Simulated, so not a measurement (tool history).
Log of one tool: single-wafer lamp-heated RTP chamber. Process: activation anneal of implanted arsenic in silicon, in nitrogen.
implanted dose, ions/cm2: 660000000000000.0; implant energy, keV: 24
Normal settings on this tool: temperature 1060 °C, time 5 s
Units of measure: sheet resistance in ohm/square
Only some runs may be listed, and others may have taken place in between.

run	day	temperature	time	read-back reference wafer on the same gauge, sheet resistance	sheet resistance
1	0	1043	5	153.19	164.5
2	3.104	1043	5	153.41	164.53
3	7.425	1060	4	153.44	163.76
4	9.062	1060	5	153.34	160.51
5	11.562	1060	6	153.6	162.94
6	15.925	1060	6	154.12	160.43
7	19.933	1060	6	153.99	161.49
8	22.512	1060	5	154.19	162.98
9	26.892	1060	5	154.61	163.01
10	31.067	1051	5	154.53	164.76
11	37.833	1060	5	155.17	162.93
12	40.392	1060	5	154.98	163.76
13	43.338	1060	5	155.08	164.04
14	44.908	1060	5	155.15	163.47
15	46.846	1060	5	155.34	165.61
16	48.854	1060	5	155.66	164.45
17	50.454	1060	5	155.86	163.39
18	55.392	1039	3	156.06	169.91
19	67.346	1045	7	156.68	166.99
20	69.779	1060	5	156.93	164.91
21	73.254	1044	7	156.85	166
22	75.2	1076	6	157.33	163.31
23	78.704	1060	8	151.82	156.6
24	83.204	1037	5	151.82	162.38
25	85.396	1060	5	152.26	160.98
26	88.008	1069	6	151.67	157.79
27	92.021	1088	3	151.65	160.07
28	94.538	1033	3	151.88	166.21
29	97.304	1072	6	151.94	157.51
30	101.504	1041	3	152.05	166.49
31	103.412	1068	4	151.7	159.51
32	105.2	1076	6	152.01	156.73
33	108.421	1060	5	152.37	159.75
34	110.925	1060	7	152.24	158.23
35	113.121	1060	5	152.13	160.18

Taken out of this log: 11 entries between the listed runs. Where each belongs, and how the hidden state differs across it:
After run 2, before run 3: reflector plate cleaned (day 6.012)
  gauge reads high (%): 0.897 -> 0.995
  measured minus no-state result, sheet resistance: +1.46 -> +1.62 ohm/square
After run 6, before run 7: pyrometer window cleaned and pyrometer calibrated (day 16.3)
  gauge reads high (%): 1.21 -> 1.33
  measured minus no-state result, sheet resistance: +1.93 -> +2.12 ohm/square
After run 10, before run 11: reflector plate cleaned (day 33.188)
  gauge reads high (%): 1.68 -> 1.92
  measured minus no-state result, sheet resistance: +2.72 -> +3.07 ohm/square
After run 11, before run 12: pyrometer window cleaned and pyrometer calibrated (day 38.425)
  gauge reads high (%): 1.92 -> 2.01
  measured minus no-state result, sheet resistance: +3.07 -> +3.23 ohm/square
After run 17, before run 18: reflector plate cleaned (day 54.579)
  gauge reads high (%): 2.42 -> 2.63
  measured minus no-state result, sheet resistance: +3.86 -> +4.36 ohm/square
After run 18, before run 19: pyrometer window cleaned and pyrometer calibrated (day 62.667)
  gauge reads high (%): 2.63 -> 3.19
  measured minus no-state result, sheet resistance: +4.36 -> +5.17 ohm/square
After run 22, before run 23: gauge calibrated (day 77.408); reflector plate cleaned (day 78.233)
  gauge reads high (%): 3.6 -> -0.133
  measured minus no-state result, sheet resistance: +5.67 -> -0.21 ohm/square
After run 26, before run 27: pyrometer window cleaned and pyrometer calibrated (day 88.488)
  gauge reads high (%): -0.109 -> -0.0875
  measured minus no-state result, sheet resistance: -0.18 -> -0.14 ohm/square
After run 31, before run 32: reflector plate cleaned (day 104.312)
  gauge reads high (%): 0.0121 -> 0.0328
  measured minus no-state result, sheet resistance: +0.02 -> +0.05 ohm/square
After run 33, before run 34: pyrometer window cleaned and pyrometer calibrated (day 109.471)
  gauge reads high (%): 0.0736 -> 0.108
  measured minus no-state result, sheet resistance: +0.11 -> +0.17 ohm/square

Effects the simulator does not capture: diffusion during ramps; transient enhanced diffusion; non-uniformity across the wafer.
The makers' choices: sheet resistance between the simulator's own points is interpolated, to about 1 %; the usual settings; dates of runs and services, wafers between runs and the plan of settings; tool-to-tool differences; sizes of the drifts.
